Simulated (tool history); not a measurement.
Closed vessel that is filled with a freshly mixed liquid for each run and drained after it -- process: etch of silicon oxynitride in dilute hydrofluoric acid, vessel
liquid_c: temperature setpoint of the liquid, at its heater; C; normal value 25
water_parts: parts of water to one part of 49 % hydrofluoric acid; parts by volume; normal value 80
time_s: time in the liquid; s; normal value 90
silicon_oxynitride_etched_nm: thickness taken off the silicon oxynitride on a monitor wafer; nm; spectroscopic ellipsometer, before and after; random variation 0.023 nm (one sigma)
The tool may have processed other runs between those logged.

| run | hour | liquid_c | water_parts | time_s | read-back film thickness of the silicon oxynitride reference wafer, read on the same gauge (nm) | silicon_oxynitride_etched_nm |
|---|---|---|---|---|---|---|
| 1 | 0 | 25 | 60 | 90 | 90.027 | 6.62 |
| 2 | 64.4 | 25 | 60 | 90 | 89.999 | 6.72 |
| 3 | 108.5 | 25 | 80 | 90 | 90.031 | 4.892 |
| 4 | 141.5 | 25 | 80 | 90 | 90.007 | 4.928 |
| 5 | 193.3 | 25 | 65 | 90 | 89.982 | 6.163 |
| 6 | 230.4 | 25 | 65 | 90 | 89.986 | 6.156 |
| 7 | 288.4 | 25 | 65 | 90 | 89.976 | 6.155 |
| 8 | 425.6 | 25 | 110 | 90 | 90.031 | 3.516 |
| 9 | 481.6 | 25 | 110 | 90 | 90.006 | 3.519 |
| 10 | 539.5 | 26.5 | 80 | 90 | 89.959 | 5.307 |
| 11 | 573.9 | 25 | 80 | 90 | 90.021 | 4.973 |
| 12 | 618.7 | 25 | 80 | 90 | 89.981 | 4.977 |
| 13 | 652.6 | 25 | 80 | 90 | 90.005 | 4.998 |
| 14 | 681.8 | 25 | 80 | 90 | 89.997 | 4.928 |
| 15 | 733 | 25 | 80 | 135 | 89.985 | 7.407 |
|  | 790.4 | thermometer replaced |
| 16 | 792.1 | 25 | 80 | 110 | 89.996 | 5.882 |
| 17 | 852.2 | 25 | 110 | 55 | 89.988 | 2.082 |

The next listed run, before its measurement:
| 18 | 905 | 21.5 | 95 | 120 | ? | ? |

{"run 18": {"read-back film thickness of the silicon oxynitride reference wafer, read on the same gauge (nm)": 89.999, "silicon_oxynitride_etched_nm": 4.534}}
On a tool with no hidden condition, and with the same random variation, this run would have come out at silicon_oxynitride_etched_nm 4.516 nm.
